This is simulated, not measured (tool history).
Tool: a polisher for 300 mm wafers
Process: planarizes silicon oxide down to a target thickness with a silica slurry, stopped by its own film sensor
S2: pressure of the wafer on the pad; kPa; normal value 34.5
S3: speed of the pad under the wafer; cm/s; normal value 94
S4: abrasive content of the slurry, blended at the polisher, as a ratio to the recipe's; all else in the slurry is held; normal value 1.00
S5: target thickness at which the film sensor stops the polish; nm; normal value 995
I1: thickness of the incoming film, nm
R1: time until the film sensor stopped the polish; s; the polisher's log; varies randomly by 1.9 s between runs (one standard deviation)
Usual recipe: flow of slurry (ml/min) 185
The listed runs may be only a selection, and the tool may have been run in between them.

Run 1, hour 0.0: usual settings; I1 1416.1. Result: R1 133.6 s.
At hour 1.4: conditioning disc replaced and pad reconditioned.
Run 2, hour 29.1: usual settings; I1 1433.1. Result: R1 145.2 s.
Run 3, hour 54.2: usual settings; I1 1413.8. Result: R1 135.3 s.
Run 4, hour 71.3: usual settings but flow of slurry (ml/min) 220, S2 38.6 kPa; I1 1434.0. Result: R1 128.1 s.
Run 5, hour 100.2: usual settings but flow of slurry (ml/min) 220, S2 38.6 kPa; I1 1401.3. Result: R1 119.0 s.
At hour 125.2: worn pad replaced by a new one.
Run 6, hour 135.3: usual settings but S2 44.1 kPa; I1 1408.6. Result: R1 101.1 s.
Run 7, hour 170.8: usual settings but S2 44.1 kPa; I1 1438.4. Result: R1 111.8 s.
Run 8, hour 195.6: usual settings but S2 44.1 kPa; I1 1421.7. Result: R1 108.4 s.
Run 9, hour 223.9: usual settings; I1 1426.0. Result: R1 144.2 s.
At hour 243.7: worn pad replaced by a new one.
Run 10, hour 250.6: usual settings but flow of slurry (ml/min) 170, S2 40.7 kPa; I1 1434.0. Result: R1 123.2 s.
At hour 261.4: slurry nozzle cleaned.
Run 11, hour 277.9: usual settings but flow of slurry (ml/min) 125, S3 112 cm/s, S5 876 nm; I1 1420.5. Result: R1 166.3 s.
Run 12, hour 292.2: usual settings; I1 1421.2. Result: R1 143.4 s.
Run 13, hour 314.0: usual settings but S3 118 cm/s; I1 1410.2. Result: R1 116.1 s.
At hour 323.2: conditioning disc replaced and pad reconditioned.
At hour 331.5: slurry blender recalibrated.
Run 14, hour 346.8: usual settings but S5 1040 nm; I1 1432.3. Result: R1 134.2 s.
At hour 352.5: worn pad replaced by a new one.
Run 15, hour 373.3: usual settings but S3 82 cm/s; I1 1437.8. Result: R1 161.2 s.
At hour 388.1: head pressure recalibrated.
Run 16, hour 405.8: usual settings but flow of slurry (ml/min) 210, S2 40.7 kPa, S3 74 cm/s, S4 1.10; I1 1430.7. Result: R1 131.9 s.
Run 17, hour 431.4: usual settings but S2 23.4 kPa, S3 70 cm/s, S4 1.25; I1 1403.7. Result: R1 217.4 s.
Run 18, hour 459.4: usual settings but S2 22.8 kPa, S4 0.90; I1 1411.8. Result: R1 209.4 s.
At hour 469.6: worn pad replaced by a new one.
Run 19, hour 528.5: usual settings but S5 1043 nm; I1 1407.8. Result: R1 110.0 s.
Run 20, hour 551.2: usual settings; I1 1407.6. Result: R1 130.5 s.

Give the tool's hidden conditions for every run:
slurry flow missing at the pad, %: 0 at every run
abrasive missing from the slurry, %: 0 at every run
time polished since the conditioner stopped cutting, s: 0 at every run
H1: removal rate lost through wear of the pad, %
H2: deviation of the head's pressure from its setpoint, %
run      H1     H2
  1   0.175  -9.34
  2   0.774  -9.45
  3    1.82  -9.53
  4    2.82  -9.58
  5    5.01  -9.67
  6  0.0511  -9.77
  7   0.823  -9.86
  8    1.94  -9.92
  9    3.81  -9.99
 10   0.893    -10
 11    1.33  -10.1
 12    1.79  -10.1
 13     2.8  -10.2
 14    5.01  -10.2
 15   0.643  -10.3
 16    1.58  -1.74
 17     2.9   -2.4
 18    4.92  -3.08
 19    1.44  -4.59
 20    2.68  -5.04

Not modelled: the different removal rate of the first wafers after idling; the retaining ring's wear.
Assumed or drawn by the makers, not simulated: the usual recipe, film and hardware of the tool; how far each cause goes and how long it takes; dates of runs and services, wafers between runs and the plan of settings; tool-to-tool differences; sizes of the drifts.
